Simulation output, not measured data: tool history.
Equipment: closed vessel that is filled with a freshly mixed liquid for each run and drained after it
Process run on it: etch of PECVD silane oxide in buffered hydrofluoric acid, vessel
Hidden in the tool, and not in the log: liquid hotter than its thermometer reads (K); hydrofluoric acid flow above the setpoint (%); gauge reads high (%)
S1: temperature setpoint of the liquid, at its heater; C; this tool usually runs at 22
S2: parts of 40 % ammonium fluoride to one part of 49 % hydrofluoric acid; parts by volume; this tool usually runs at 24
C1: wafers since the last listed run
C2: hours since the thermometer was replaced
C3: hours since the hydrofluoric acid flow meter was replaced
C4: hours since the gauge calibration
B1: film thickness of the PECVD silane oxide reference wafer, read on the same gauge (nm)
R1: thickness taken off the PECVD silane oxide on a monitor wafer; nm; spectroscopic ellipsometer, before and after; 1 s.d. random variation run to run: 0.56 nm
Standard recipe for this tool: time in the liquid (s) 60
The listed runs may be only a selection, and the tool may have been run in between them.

run 1 hour=0 | S1=22 S2=24 time_in_the_liquid_(s)=60 | C1=0 C2=1306.7 C3=1115.5 C4=533.8 | B1=40.69 | R1=72.19
run 2 hour=94.3 | S1=22 S2=24 time_in_the_liquid_(s)=60 | C1=8283 C2=1401 C3=1209.8 C4=628.1 | B1=40.78 | R1=72.93
run 3 hour=181.9 | S1=22 S2=24 time_in_the_liquid_(s)=60 | C1=7695 C2=1488.6 C3=1297.4 C4=715.7 | B1=40.85 | R1=74.17
run 4 hour=260.2 | S1=22 S2=24 time_in_the_liquid_(s)=60 | C1=6878 C2=1566.9 C3=1375.7 C4=794 | B1=40.92 | R1=72.34
run 5 hour=562.2 | S1=22 S2=24 time_in_the_liquid_(s)=60 | C1=26528 C2=1868.9 C3=1677.7 C4=1096 | B1=41.1 | R1=73.82
run 6 hour=609.9 | S1=22 S2=24 time_in_the_liquid_(s)=60 | C1=4190 C2=1916.6 C3=1725.4 C4=1143.7 | B1=41.05 | R1=72.93
run 7 hour=670.2 | S1=22 S2=24 time_in_the_liquid_(s)=60 | C1=5296 C2=1976.9 C3=1785.7 C4=1204 | B1=41.14 | R1=73.85
-- hour=705 thermometer replaced
run 8 hour=723 | S1=19.5 S2=27 time_in_the_liquid_(s)=60 | C1=4550 C2=18 C3=1838.5 C4=1256.8 | B1=41.1 | R1=58.89
run 9 hour=815.6 | S1=19.5 S2=27 time_in_the_liquid_(s)=60 | C1=8134 C2=110.6 C3=1931.1 C4=1349.4 | B1=41.17 | R1=58.18
-- hour=880.1 hydrofluoric acid flow meter replaced
run 10 hour=914.5 | S1=19.5 S2=27 time_in_the_liquid_(s)=60 | C1=8599 C2=209.5 C3=34.4 C4=1448.3 | B1=41.15 | R1=58.64
run 11 hour=1020.4 | S1=22 S2=28 time_in_the_liquid_(s)=60 | C1=9302 C2=315.4 C3=140.3 C4=1554.2 | B1=41.2 | R1=66.53
-- hour=1126.2 gauge calibrated
run 12 hour=1126.5 | S1=22 S2=24 time_in_the_liquid_(s)=60 | C1=9320 C2=421.5 C3=246.4 C4=0.3 | B1=39.77 | R1=71.18
run 13 hour=1224.4 | S1=22 S2=24 time_in_the_liquid_(s)=60 | C1=8599 C2=519.4 C3=344.3 C4=98.2 | B1=40 | R1=71.94
run 14 hour=1321.9 | S1=22 S2=24 time_in_the_liquid_(s)=60 | C1=8564 C2=616.9 C3=441.8 C4=195.7 | B1=40.18 | R1=71.18
run 15 hour=1394 | S1=18.5 S2=24 time_in_the_liquid_(s)=75 | C1=6333 C2=689 C3=513.9 C4=267.8 | B1=40.35 | R1=74.24
run 16 hour=1493.1 | S1=19.5 S2=16 time_in_the_liquid_(s)=50 | C1=8705 C2=788.1 C3=613 C4=366.9 | B1=40.44 | R1=74.37
run 17 hour=1568.8 | S1=24.5 S2=30 time_in_the_liquid_(s)=50 | C1=6649 C2=863.8 C3=688.7 C4=442.6 | B1=40.59 | R1=59.17
run 18 hour=1648.9 | S1=22 S2=24 time_in_the_liquid_(s)=60 | C1=7036 C2=943.9 C3=768.8 C4=522.7 | B1=40.68 | R1=72.44
run 19 hour=1693.4 | S1=26.5 S2=24 time_in_the_liquid_(s)=60 | C1=3908 C2=988.4 C3=813.3 C4=567.2 | B1=40.66 | R1=93.1
run 20 hour=1790.2 | S1=22 S2=27 time_in_the_liquid_(s)=75 | C1=8503 C2=1085.2 C3=910.1 C4=664 | B1=40.83 | R1=84.22
run 21 hour=1897.9 | S1=23.5 S2=24 time_in_the_liquid_(s)=60 | C1=9460 C2=1192.9 C3=1017.8 C4=771.7 | B1=40.85 | R1=78.54
run 22 hour=2042.9 | S1=20.5 S2=17.5 time_in_the_liquid_(s)=40 | C1=12737 C2=1337.9 C3=1162.8 C4=916.7 | B1=40.92 | R1=58.31
run 23 hour=2115.3 | S1=22 S2=17 time_in_the_liquid_(s)=40 | C1=6359 C2=1410.3 C3=1235.2 C4=989.1 | B1=40.97 | R1=64.5

4 ways to go on from here, each from the tool as it stands after run 23. What would each give?
run A hour=2116 | S1=20.5 S2=24 time_in_the_liquid_(s)=60 | C1=61 C2=1411 C3=1235.9 C4=989.8 | B1=? | R1=?
run B hour=2116 | S1=17.5 S2=20 time_in_the_liquid_(s)=75 | C1=61 C2=1411 C3=1235.9 C4=989.8 | B1=? | R1=?
run C hour=2116 | S1=26 S2=21 time_in_the_liquid_(s)=60 | C1=61 C2=1411 C3=1235.9 C4=989.8 | B1=? | R1=?
run D hour=2116 | S1=18.5 S2=24 time_in_the_liquid_(s)=50 | C1=61 C2=1411 C3=1235.9 C4=989.8 | B1=? | R1=?

run=A B1=40.94 R1=67.86
run=B B1=40.94 R1=81.19
run=C B1=40.94 R1=100.71
run=D B1=40.94 R1=50.51
Had the tool no hidden state, the same runs would have come out as:
run=A R1=66.28
run=B R1=79.3
run=C R1=98.37
run=D R1=49.34
